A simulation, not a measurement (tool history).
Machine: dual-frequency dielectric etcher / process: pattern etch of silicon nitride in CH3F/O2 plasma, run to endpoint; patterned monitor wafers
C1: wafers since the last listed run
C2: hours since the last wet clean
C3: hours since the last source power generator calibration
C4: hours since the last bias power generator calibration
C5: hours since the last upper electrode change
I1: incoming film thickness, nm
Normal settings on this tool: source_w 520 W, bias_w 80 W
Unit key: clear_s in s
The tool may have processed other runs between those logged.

Run 1, hour 0: usual settings; C1 0; C2 239.1; C3 4617.6; C4 3033.7; C5 3147; I1 74.5. Result: clear_s 64.7 s.
Run 2, hour 14.9: usual settings; C1 122; C2 254; C3 4632.5; C4 3048.6; C5 3161.9; I1 74.9. Result: clear_s 64.4 s.
Run 3, hour 32.9: usual settings; C1 147; C2 272; C3 4650.5; C4 3066.6; C5 3179.9; I1 75.6. Result: clear_s 65.2 s.
Run 4, hour 41.8: usual settings; C1 73; C2 280.9; C3 4659.4; C4 3075.5; C5 3188.8; I1 74.2. Result: clear_s 64.6 s.
Run 5, hour 49.6: usual settings; C1 64; C2 288.7; C3 4667.2; C4 3083.3; C5 3196.6; I1 74.8. Result: clear_s 64.2 s.
Run 6, hour 64.2: usual settings; C1 120; C2 303.3; C3 4681.8; C4 3097.9; C5 3211.2; I1 74.9. Result: clear_s 63.7 s.
Run 7, hour 88.2: usual settings; C1 197; C2 327.3; C3 4705.8; C4 3121.9; C5 3235.2; I1 74.7. Result: clear_s 64.8 s.
Run 8, hour 95.7: usual settings; C1 61; C2 334.8; C3 4713.3; C4 3129.4; C5 3242.7; I1 75.5. Result: clear_s 65 s.
Run 9, hour 108.3: usual settings; C1 103; C2 347.4; C3 4725.9; C4 3142; C5 3255.3; I1 74.5. Result: clear_s 63.9 s.
Run 10, hour 119.4: usual settings; C1 91; C2 358.5; C3 4737; C4 3153.1; C5 3266.4; I1 74.4. Result: clear_s 63.2 s.
Run 11, hour 132.5: usual settings; C1 107; C2 371.6; C3 4750.1; C4 3166.2; C5 3279.5; I1 73.9. Result: clear_s 63.6 s.
Run 12, hour 143.9: usual settings; C1 93; C2 383; C3 4761.5; C4 3177.6; C5 3290.9; I1 75.1. Result: clear_s 64.8 s.
Run 13, hour 159.8: usual settings; C1 130; C2 398.9; C3 4777.4; C4 3193.5; C5 3306.8; I1 75. Result: clear_s 63.6 s.
Run 14, hour 170.3: usual settings; C1 86; C2 409.4; C3 4787.9; C4 3204; C5 3317.3; I1 74.2. Result: clear_s 62.8 s.
At hour 198: upper electrode replaced.
Run 15, hour 198.5: usual settings; C1 34; C2 437.6; C3 4816.1; C4 3232.2; C5 0.5; I1 75.1. Result: clear_s 63.4 s.
Run 16, hour 198.9: usual settings but bias_w 92 W; C1 3; C2 438; C3 4816.5; C4 3232.6; C5 0.9; I1 74.4. Result: clear_s 59.3 s.
Run 17, hour 199.3: usual settings but source_w 440 W, bias_w 74 W; C1 3; C2 438.4; C3 4816.9; C4 3233; C5 1.3; I1 74.2. Result: clear_s 68.7 s.
At hour 203.4: source power generator calibrated.
At hour 226.6: bias power generator calibrated.
At hour 242.2: wet clean of the chamber.
Run 18, hour 242.7: usual settings but source_w 390 W; C1 162; C2 0.5; C3 39.3; C4 16.1; C5 44.7; I1 75.3. Result: clear_s 74.5 s.
Run 19, hour 249.1: usual settings; C1 52; C2 6.9; C3 45.7; C4 22.5; C5 51.1; I1 74.6. Result: clear_s 66.6 s.
Run 20, hour 256.7: usual settings but source_w 590 W, bias_w 100 W; C1 62; C2 14.5; C3 53.3; C4 30.1; C5 58.7; I1 74.7. Result: clear_s 58.7 s.
Run 21, hour 262.7: usual settings but source_w 550 W; C1 49; C2 20.5; C3 59.3; C4 36.1; C5 64.7; I1 74. Result: clear_s 64.5 s.
Run 22, hour 275.5: usual settings but source_w 620 W; C1 105; C2 33.3; C3 72.1; C4 48.9; C5 77.5; I1 75.6. Result: clear_s 63.6 s.
Run 23, hour 284: usual settings but source_w 570 W, bias_w 60 W; C1 69; C2 41.8; C3 80.6; C4 57.4; C5 86; I1 74.6. Result: clear_s 70.8 s.
Run 24, hour 294.6: usual settings; C1 87; C2 52.4; C3 91.2; C4 68; C5 96.6; I1 74.4. Result: clear_s 65.8 s.
Run 25, hour 303.7: usual settings; C1 74; C2 61.5; C3 100.3; C4 77.1; C5 105.7; I1 75.1. Result: clear_s 67.1 s.
Run 26, hour 316.3: usual settings but source_w 460 W, bias_w 92 W; C1 103; C2 74.1; C3 112.9; C4 89.7; C5 118.3; I1 74.9. Result: clear_s 65.6 s.
Run 27, hour 329.9: usual settings; C1 111; C2 87.7; C3 126.5; C4 103.3; C5 131.9; I1 73.9. Result: clear_s 65.4 s.
Run 28, hour 340.6: usual settings but source_w 410 W; C1 87; C2 98.4; C3 137.2; C4 114; C5 142.6; I1 75.4. Result: clear_s 72.9 s.

Here are 3 independent what-if runs from the current tool condition. What would each one return?
Run A, hour 341.1: usual settings but source_w 560 W; C1 4; C2 98.9; C3 137.7; C4 114.5; C5 143.1; I1 74.6. Result: clear_s ?.
Run B, hour 341.1: usual settings but source_w 600 W, bias_w 97 W; C1 4; C2 98.9; C3 137.7; C4 114.5; C5 143.1; I1 74.6. Result: clear_s ?.
Run C, hour 341.1: usual settings but source_w 600 W, bias_w 68 W; C1 4; C2 98.9; C3 137.7; C4 114.5; C5 143.1; I1 74.6. Result: clear_s ?.

run  clear_s
  A     63.7
  B     57.6
  C     66.1
Without the tool's hidden state the same runs would have given:
run  clear_s
  A     64.3
  B     58.1
  C     66.6
